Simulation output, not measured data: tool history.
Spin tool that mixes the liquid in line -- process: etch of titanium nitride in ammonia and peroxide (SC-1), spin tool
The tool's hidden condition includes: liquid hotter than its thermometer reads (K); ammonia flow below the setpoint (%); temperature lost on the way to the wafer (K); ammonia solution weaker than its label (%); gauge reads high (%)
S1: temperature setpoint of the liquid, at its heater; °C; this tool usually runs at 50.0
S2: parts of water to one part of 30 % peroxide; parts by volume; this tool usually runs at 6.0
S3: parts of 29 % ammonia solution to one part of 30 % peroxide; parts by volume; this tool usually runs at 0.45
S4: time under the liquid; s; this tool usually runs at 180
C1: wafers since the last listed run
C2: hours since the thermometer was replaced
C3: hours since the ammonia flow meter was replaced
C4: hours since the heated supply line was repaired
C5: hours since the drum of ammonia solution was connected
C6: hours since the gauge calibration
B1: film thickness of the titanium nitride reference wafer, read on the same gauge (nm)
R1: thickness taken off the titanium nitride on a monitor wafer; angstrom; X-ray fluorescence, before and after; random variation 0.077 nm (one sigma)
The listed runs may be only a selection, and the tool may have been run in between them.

run,hour,S1,S2,S3,S4,C1,C2,C3,C4,C5,C6,B1,R1
1,0.0,50.0,6.0,0.45,180,0,1957.7,38.3,273.6,805.1,1879.8,89.98,139.2
2,37.4,45.0,5.0,0.45,275,371,1995.1,75.7,311.0,842.5,1917.2,90.00,162.2
# hour 67.3: new drum of ammonia solution connected
3,90.2,50.0,6.0,0.45,180,515,2047.9,128.5,363.8,22.9,1970.0,90.03,140.4
4,142.3,47.5,6.0,0.30,180,518,2100.0,180.6,415.9,75.0,2022.1,90.00,109.4
5,181.0,50.0,6.0,0.45,180,384,2138.7,219.3,454.6,113.7,2060.8,90.00,140.0
# hour 235.9: thermometer replaced
6,240.4,50.0,6.0,0.45,180,580,4.5,278.7,514.0,173.1,2120.2,90.00,139.1
# hour 256.7: gauge calibrated
7,292.6,50.0,6.0,0.45,180,519,56.7,330.9,566.2,225.3,35.9,90.00,138.1
8,356.7,45.5,6.0,0.35,180,637,120.8,395.0,630.3,289.4,100.0,90.02,96.3
9,432.8,50.0,6.0,0.45,180,756,196.9,471.1,706.4,365.5,176.1,89.99,140.3
10,498.7,50.0,6.0,0.45,180,655,262.8,537.0,772.3,431.4,242.0,89.99,137.9
11,651.4,50.0,6.0,0.45,180,1518,415.5,689.7,925.0,584.1,394.7,90.00,140.0
12,825.9,43.0,9.0,0.35,180,1735,590.0,864.2,1099.5,758.6,569.2,90.01,65.5
# hour 843.4: new drum of ammonia solution connected
13,889.5,60.0,8.5,0.45,265,622,653.6,927.8,1163.1,46.1,632.8,89.99,338.4
14,915.4,50.0,6.0,0.45,180,257,679.5,953.7,1189.0,72.0,658.7,89.99,138.8
15,941.1,50.0,6.0,0.40,135,255,705.2,979.4,1214.7,97.7,684.4,89.99,103.6
16,1006.0,41.5,8.5,0.45,275,645,770.1,1044.3,1279.6,162.6,749.3,90.00,97.1
17,1071.7,60.0,8.5,0.45,265,653,835.8,1110.0,1345.3,228.3,815.0,89.99,340.3
# hour 1081.6: heated supply line repaired
18,1097.8,50.0,6.0,0.60,180,249,861.9,1136.1,16.2,254.4,841.1,89.98,145.5
19,1156.3,45.0,9.0,0.45,180,581,920.4,1194.6,74.7,312.9,899.6,89.99,80.4
20,1203.3,50.0,6.0,0.45,140,467,967.4,1241.6,121.7,359.9,946.6,90.00,107.1

For run 21, what comes out?
21,1256.3,45.0,7.5,0.35,180,527,1020.4,1294.6,174.7,412.9,999.6,?,?

{"run 21": {"B1": 90.0, "R1": 83.6}}
With the hidden condition absent and the run-to-run variation left alone, this run would have shown R1 83.6 angstrom.

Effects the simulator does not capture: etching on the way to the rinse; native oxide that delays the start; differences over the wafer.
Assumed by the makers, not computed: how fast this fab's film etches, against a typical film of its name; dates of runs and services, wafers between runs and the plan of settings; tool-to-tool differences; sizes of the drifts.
